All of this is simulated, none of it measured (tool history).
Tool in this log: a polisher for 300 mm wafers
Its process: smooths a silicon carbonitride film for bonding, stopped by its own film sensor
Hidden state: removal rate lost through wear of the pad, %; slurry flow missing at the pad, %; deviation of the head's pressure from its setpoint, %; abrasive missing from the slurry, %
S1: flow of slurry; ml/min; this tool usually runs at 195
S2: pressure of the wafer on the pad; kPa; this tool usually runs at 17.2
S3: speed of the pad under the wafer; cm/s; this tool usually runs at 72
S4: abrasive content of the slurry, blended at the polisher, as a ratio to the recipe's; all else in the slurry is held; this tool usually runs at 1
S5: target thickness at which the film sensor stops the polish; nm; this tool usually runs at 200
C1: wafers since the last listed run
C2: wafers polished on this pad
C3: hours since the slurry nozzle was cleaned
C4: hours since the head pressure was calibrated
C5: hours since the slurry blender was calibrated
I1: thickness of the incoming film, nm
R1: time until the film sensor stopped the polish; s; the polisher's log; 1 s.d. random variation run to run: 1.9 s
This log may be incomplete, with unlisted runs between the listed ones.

run 1 hour=0 | S1=195 S2=17.2 S3=72 S4=1 S5=195 | C1=0 C2=1797 C3=99.4 C4=917.9 C5=73.6 | I1=226.2 | R1=143.9
run 2 hour=27 | S1=195 S2=17.2 S3=72 S4=1 S5=195 | C1=278 C2=2075 C3=126.4 C4=944.9 C5=100.6 | I1=229 | R1=157.5
run 3 hour=76.2 | S1=195 S2=17.2 S3=72 S4=1 S5=200 | C1=506 C2=2582 C3=175.6 C4=994.1 C5=149.8 | I1=228 | R1=128.2
run 4 hour=103.6 | S1=195 S2=17.2 S3=72 S4=1 S5=200 | C1=282 C2=2864 C3=203 C4=1021.5 C5=177.2 | I1=225.5 | R1=116.3
run 5 hour=174.2 | S1=195 S2=17.2 S3=72 S4=1 S5=200 | C1=727 C2=3591 C3=273.6 C4=1092.1 C5=247.8 | I1=229.2 | R1=133.3
run 6 hour=198.6 | S1=195 S2=13.1 S3=72 S4=1 S5=208 | C1=251 C2=3842 C3=298 C4=1116.5 C5=272.2 | I1=229.6 | R1=125.4
run 7 hour=235.1 | S1=195 S2=13.1 S3=72 S4=1 S5=208 | C1=376 C2=4218 C3=334.5 C4=1153 C5=308.7 | I1=229.8 | R1=126.9
-- hour=288.3 worn pad replaced by a new one
run 8 hour=294.4 | S1=195 S2=13.1 S3=72 S4=1 S5=208 | C1=569 C2=62 C3=393.8 C4=1212.3 C5=368 | I1=230.2 | R1=128.3
run 9 hour=366.1 | S1=195 S2=22.8 S3=72 S4=1.15 S5=200 | C1=738 C2=801 C3=465.5 C4=1284 C5=439.7 | I1=226.8 | R1=83.7
-- hour=394.8 slurry blender recalibrated
run 10 hour=408.1 | S1=195 S2=13.8 S3=82 S4=0.75 S5=192 | C1=412 C2=1213 C3=507.5 C4=1326 C5=13.3 | I1=227.1 | R1=203.9
run 11 hour=472.7 | S1=195 S2=20.7 S3=72 S4=1 S5=192 | C1=665 C2=1878 C3=572.1 C4=1390.6 C5=77.9 | I1=230.4 | R1=140.8
run 12 hour=500.7 | S1=195 S2=17.2 S3=72 S4=1 S5=200 | C1=288 C2=2167 C3=600.1 C4=1418.6 C5=105.9 | I1=232.1 | R1=137.4
run 13 hour=536.6 | S1=195 S2=17.2 S3=72 S4=1 S5=190 | C1=369 C2=2537 C3=636 C4=1454.5 C5=141.8 | I1=232 | R1=180.1
-- hour=551.3 slurry nozzle cleaned
run 14 hour=579.2 | S1=195 S2=17.2 S3=72 S4=1 S5=200 | C1=428 C2=2965 C3=27.9 C4=1497.1 C5=184.4 | I1=231.1 | R1=130.3
-- hour=633.7 head pressure recalibrated
run 15 hour=638.7 | S1=195 S2=19.3 S3=92 S4=1 S5=200 | C1=592 C2=3557 C3=87.4 C4=5 C5=243.9 | I1=231.3 | R1=117.7
run 16 hour=720.4 | S1=140 S2=14.5 S3=72 S4=1 S5=200 | C1=841 C2=4399 C3=169.1 C4=86.7 C5=325.6 | I1=232.9 | R1=203.7
run 17 hour=768.2 | S1=195 S2=17.2 S3=54 S4=1.25 S5=207 | C1=492 C2=4892 C3=216.9 C4=134.5 C5=373.4 | I1=233.5 | R1=137.4
-- hour=812.2 worn pad replaced by a new one
-- hour=812.4 slurry blender recalibrated
run 18 hour=833.2 | S1=195 S2=21.4 S3=94 S4=0.9 S5=200 | C1=625 C2=214 C3=281.9 C4=199.5 C5=20.8 | I1=233.6 | R1=116
run 19 hour=971.8 | S1=195 S2=17.2 S3=72 S4=1 S5=200 | C1=1427 C2=1642 C3=420.5 C4=338.1 C5=159.4 | I1=229.7 | R1=145
run 20 hour=1036.6 | S1=195 S2=17.2 S3=64 S4=1 S5=194 | C1=667 C2=2309 C3=485.3 C4=402.9 C5=224.2 | I1=234.2 | R1=209.4
-- hour=1052.8 slurry nozzle cleaned
run 21 hour=1068.5 | S1=195 S2=19.3 S3=82 S4=1 S5=200 | C1=318 C2=2627 C3=15.7 C4=434.8 C5=256.1 | I1=232.7 | R1=127.2
run 22 hour=1104.5 | S1=195 S2=17.2 S3=72 S4=1 S5=200 | C1=370 C2=2998 C3=51.7 C4=470.8 C5=292.1 | I1=230.7 | R1=148.5
run 23 hour=1161.3 | S1=195 S2=17.2 S3=72 S4=1.15 S5=205 | C1=585 C2=3583 C3=108.5 C4=527.6 C5=348.9 | I1=226.5 | R1=97.1
run 24 hour=1195.4 | S1=160 S2=17.2 S3=72 S4=1 S5=208 | C1=351 C2=3935 C3=142.6 C4=561.7 C5=383 | I1=232.1 | R1=118.4
-- hour=1256.8 slurry blender recalibrated
run 25 hour=1264.4 | S1=195 S2=17.2 S3=50 S4=1 S5=204 | C1=690 C2=4625 C3=211.6 C4=630.7 C5=7.6 | I1=228.6 | R1=143.8
-- hour=1327.4 worn pad replaced by a new one
run 26 hour=1328.4 | S1=195 S2=17.2 S3=72 S4=1 S5=195 | C1=618 C2=10 C3=275.6 C4=694.7 C5=71.6 | I1=229.3 | R1=162.6
run 27 hour=1385.2 | S1=195 S2=21.4 S3=72 S4=0.8 S5=200 | C1=585 C2=595 C3=332.4 C4=751.5 C5=128.4 | I1=232.7 | R1=140.8
run 28 hour=1409.5 | S1=195 S2=13.1 S3=72 S4=1.1 S5=200 | C1=250 C2=845 C3=356.7 C4=775.8 C5=152.7 | I1=229.9 | R1=176.5
-- hour=1607.8 slurry nozzle cleaned
run 29 hour=1622 | S1=195 S2=17.2 S3=72 S4=1.25 S5=200 | C1=2178 C2=3024 C3=14.2 C4=988.3 C5=365.2 | I1=230.5 | R1=127.8
run 30 hour=1657.3 | S1=195 S2=20.7 S3=72 S4=0.75 S5=200 | C1=363 C2=3387 C3=49.5 C4=1023.6 C5=400.5 | I1=233.5 | R1=148
run 31 hour=1701.6 | S1=195 S2=13.1 S3=72 S4=1 S5=208 | C1=456 C2=3844 C3=93.8 C4=1067.9 C5=444.8 | I1=228.7 | R1=125.4

Branching from run 31: 3 alternative next runs. What would each branch give?
run A hour=1702.1 | S1=195 S2=17.2 S3=72 S4=1 S5=200 | C1=5 C2=3849 C3=94.3 C4=1068.4 C5=445.3 | I1=232.2 | R1=?
run B hour=1702.1 | S1=195 S2=14.5 S3=72 S4=1 S5=204 | C1=5 C2=3849 C3=94.3 C4=1068.4 C5=445.3 | I1=232.2 | R1=?
run C hour=1702.1 | S1=195 S2=17.2 S3=82 S4=1 S5=200 | C1=5 C2=3849 C3=94.3 C4=1068.4 C5=445.3 | I1=232.2 | R1=?

run=A R1=141.5
run=B R1=147.5
run=C R1=130.3
What these runs would have given with no unlogged condition in the tool:
run=A R1=152
run=B R1=158.5
run=C R1=140
